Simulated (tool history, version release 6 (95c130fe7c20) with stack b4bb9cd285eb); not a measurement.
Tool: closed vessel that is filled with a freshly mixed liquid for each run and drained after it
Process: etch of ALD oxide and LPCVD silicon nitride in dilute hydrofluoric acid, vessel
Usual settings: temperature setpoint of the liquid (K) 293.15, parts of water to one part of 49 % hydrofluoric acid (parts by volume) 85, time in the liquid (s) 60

run	hour	temperature setpoint of the liquid (K)	parts of water to one part of 49 % hydrofluoric acid (parts by volume)	time in the liquid (s)	wafers since the last listed run	hours since the thermometer was replaced	hours since the hydrofluoric acid flow meter was replaced	hours since the gauge calibration	read-back film thickness of the ALD oxide reference wafer, read on the same gauge (nm)	read-back film thickness of the LPCVD silicon nitride reference wafer, read on the same gauge (nm)	thickness taken off the ALD oxide on a monitor wafer (nm)	thickness taken off the LPCVD silicon nitride on a monitor wafer (nm)
1	0	293.15	85	60	0	1171.4	949.2	4.5	39.99	89.987	15.02	0.332
2	25	293.15	85	60	1915	1196.4	974.2	29.5	39.99	90.006	15.07	0.365
3	57.6	293.15	85	60	2497	1229	1006.8	62.1	39.99	90.01	15.21	0.266
4	75	291.15	85	60	1333	1246.4	1024.2	79.5	40	90.014	13.9	0.346
5	95.9	291.15	85	60	1601	1267.3	1045.1	100.4	39.98	90.018	13.98	0.238
6	111.5	291.15	85	60	1195	1282.9	1060.7	116	39.99	89.985	14.01	0.282
7	133.2	293.15	55	60	1662	1304.6	1082.4	137.7	40	90.009	24.21	0.41
8	160.2	293.15	55	60	2068	1331.6	1109.4	164.7	40	89.993	24.35	0.476
# hour 172.4: thermometer replaced
9	176.4	293.15	85	40	1164	4	1125.6	180.9	39.98	90.003	9.61	0.181
10	192.2	293.15	85	40	1210	19.8	1141.4	196.7	40.04	89.997	9.59	0.248
11	269.2	293.15	85	40	5899	96.8	1218.4	273.7	40.02	90.006	9.66	0.203
12	283.7	293.15	85	60	1111	111.3	1232.9	288.2	40.02	89.994	14.56	0.295
# hour 305: hydrofluoric acid flow meter replaced
13	312.3	297.15	110	30	2114	139.9	7.3	316.8	39.96	89.987	6.13	0.156
14	347.6	293.15	115	75	2704	175.2	42.6	352.1	39.99	90.008	12.54	0.289
# hour 354.4: gauge calibrated
15	373.5	298.15	85	75	1984	201.1	68.5	19.1	40.02	89.988	21.63	0.575
16	395.3	291.65	75	75	1670	222.9	90.3	40.9	40	90.004	19.05	0.359
17	407.4	293.15	85	85	927	235	102.4	53	40.04	90.009	20.11	0.379
18	437.7	293.15	85	60	2321	265.3	132.7	83.3	39.98	89.976	14.25	0.261
19	452	296.15	115	70	1095	279.6	147	97.6	40.01	90.017	13.4	0.32
20	469.8	297.65	100	30	1363	297.4	164.8	115.4	40	90.018	7.13	0.176
21	489.3	293.15	115	35	1494	316.9	184.3	134.9	40.02	90.002	5.94	0.117
22	501.5	294.65	120	30	934	329.1	196.5	147.1	40	89.991	5.16	0.125
23	578.6	290.15	60	60	5907	406.2	273.6	224.2	39.99	89.971	18.44	0.373
24	608.3	293.15	105	60	2275	435.9	303.3	253.9	40	89.995	11.29	0.289
25	623.8	293.15	85	60	1187	451.4	318.8	269.4	39.99	90	14.36	0.289
26	651.8	293.15	85	60	2145	479.4	346.8	297.4	39.99	89.989	14.41	0.27

Forecast each of these 4 alternatives for the next run:
A	652.5	290.15	85	60	53	480.1	347.5	298.1	?	?	?	?
B	652.5	294.65	60	90	53	480.1	347.5	298.1	?	?	?	?
C	652.5	295.15	65	60	53	480.1	347.5	298.1	?	?	?	?
D	652.5	293.15	50	60	53	480.1	347.5	298.1	?	?	?	?

run	read-back film thickness of the ALD oxide reference wafer, read on the same gauge (nm)	read-back film thickness of the LPCVD silicon nitride reference wafer, read on the same gauge (nm)	thickness taken off the ALD oxide on a monitor wafer (nm)	thickness taken off the LPCVD silicon nitride on a monitor wafer (nm)
A	39.99	90.025	12.69	0.248
B	39.99	90.025	33.5	0.713
C	39.99	90.025	20.91	0.455
D	39.99	90.025	25.48	0.512
Without the tool's hidden state the same runs would have given:
run	thickness taken off the ALD oxide on a monitor wafer (nm)	thickness taken off the LPCVD silicon nitride on a monitor wafer (nm)
A	12.03	0.231
B	31.8	0.664
C	19.85	0.424
D	24.17	0.477
